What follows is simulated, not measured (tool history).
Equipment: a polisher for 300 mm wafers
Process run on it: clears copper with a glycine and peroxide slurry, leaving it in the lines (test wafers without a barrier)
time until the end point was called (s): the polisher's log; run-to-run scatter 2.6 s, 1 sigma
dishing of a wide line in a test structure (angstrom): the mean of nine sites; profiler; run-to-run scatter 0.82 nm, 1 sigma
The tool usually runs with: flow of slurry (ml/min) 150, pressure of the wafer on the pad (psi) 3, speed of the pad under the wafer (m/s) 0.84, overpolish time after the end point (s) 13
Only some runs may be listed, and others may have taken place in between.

run,hour,flow of slurry (ml/min),pressure of the wafer on the pad (psi),speed of the pad under the wafer (m/s),overpolish time after the end point (s),wafers since the last listed run,wafers polished on this pad,hours since the slurry nozzle was cleaned,hours since the head pressure was calibrated,"incoming thickness of the incoming film, nm",time until the end point was called (s),dishing of a wide line in a test structure (angstrom)
1,0,150,3,0.84,13,0,779,31.1,1259.6,652.3,136.3,509
2,17.8,150,3,0.84,13,107,886,48.9,1277.4,664.9,139,485
3,31.8,150,3,0.84,13,84,970,62.9,1291.4,658,139.1,495
4,39.8,150,3,0.84,13,48,1018,70.9,1299.4,673.8,135.5,493
5,54.8,150,3,0.84,13,90,1108,85.9,1314.4,658.4,131.8,489
6,65.4,150,3,0.84,13,63,1172,96.5,1325,670.6,136.1,485
# hour 74.8: worn pad replaced by a new one
7,82.1,150,3,0.84,13,76,44,113.2,1341.7,665.7,135.7,491
8,99.5,150,3,1.08,13,104,148,130.6,1359.1,665.1,106.4,573
9,116.8,150,3,1.08,13,104,252,147.9,1376.4,671.5,108.7,581
10,126.6,150,3,1.08,13,58,311,157.7,1386.2,658,113.8,583
11,137.2,150,3,0.84,13,63,375,168.3,1396.8,662.6,136.1,479
12,144.1,150,3,0.84,13,41,417,175.2,1403.7,663.9,142.6,475
13,154.4,170,3,0.94,13,61,479,185.5,1414,669.3,126,534
14,163.4,170,3,0.94,13,54,533,194.5,1423,646.5,117.2,549
15,175.6,150,3,0.84,13,73,606,206.7,1435.2,667.6,142.4,478
16,183.7,150,3,0.84,13,48,655,214.8,1443.3,673.2,141,486
17,192.2,170,2.5,0.74,13,51,706,223.3,1451.8,662.9,167.5,409
18,203.5,150,3,0.84,13,68,774,234.6,1463.1,658.5,129.9,494
19,215.7,150,3,0.84,15,73,848,246.8,1475.3,654.6,134.9,571
20,227.2,150,2.3,0.84,16,69,917,258.3,1486.8,663.3,158.8,517
21,239.8,165,3.5,0.54,13,75,993,270.9,1499.4,666.7,175,395
# hour 250.8: worn pad replaced by a new one
22,257.6,150,3,0.84,10,83,40,288.7,1517.2,672.5,139,402
23,270.3,150,3.5,0.7,13,76,117,301.4,1529.9,650.2,143.1,465
# hour 273: slurry nozzle cleaned
# hour 277.5: head pressure recalibrated
24,287.3,125,2.7,0.84,11,84,201,14.3,9.8,650.7,145.1,393
25,294.5,150,3,0.84,13,43,244,21.5,17,669.5,138.5,485
26,305.5,150,3,0.84,13,66,310,32.5,28,656,132.4,487
27,315.8,165,3,0.84,13,61,372,42.8,38.3,654.1,132,498
28,323.8,150,3,0.84,9,48,421,50.8,46.3,645.5,134.3,361
29,337,150,3.6,0.94,13,79,500,64,59.5,660.1,107.3,601
30,354.1,135,3,0.84,21,102,603,81.1,76.6,664.7,141.9,757
31,368.6,150,3,0.66,13,87,690,95.6,91.1,656.3,166.3,422

For each run, what was the tool's unlogged condition?
removal rate lost through wear of the pad, %: 0, the same for each run
slurry flow missing at the pad, %: 0, the same for each run
deviation of the head's pressure from its setpoint, %: 0, the same for each run
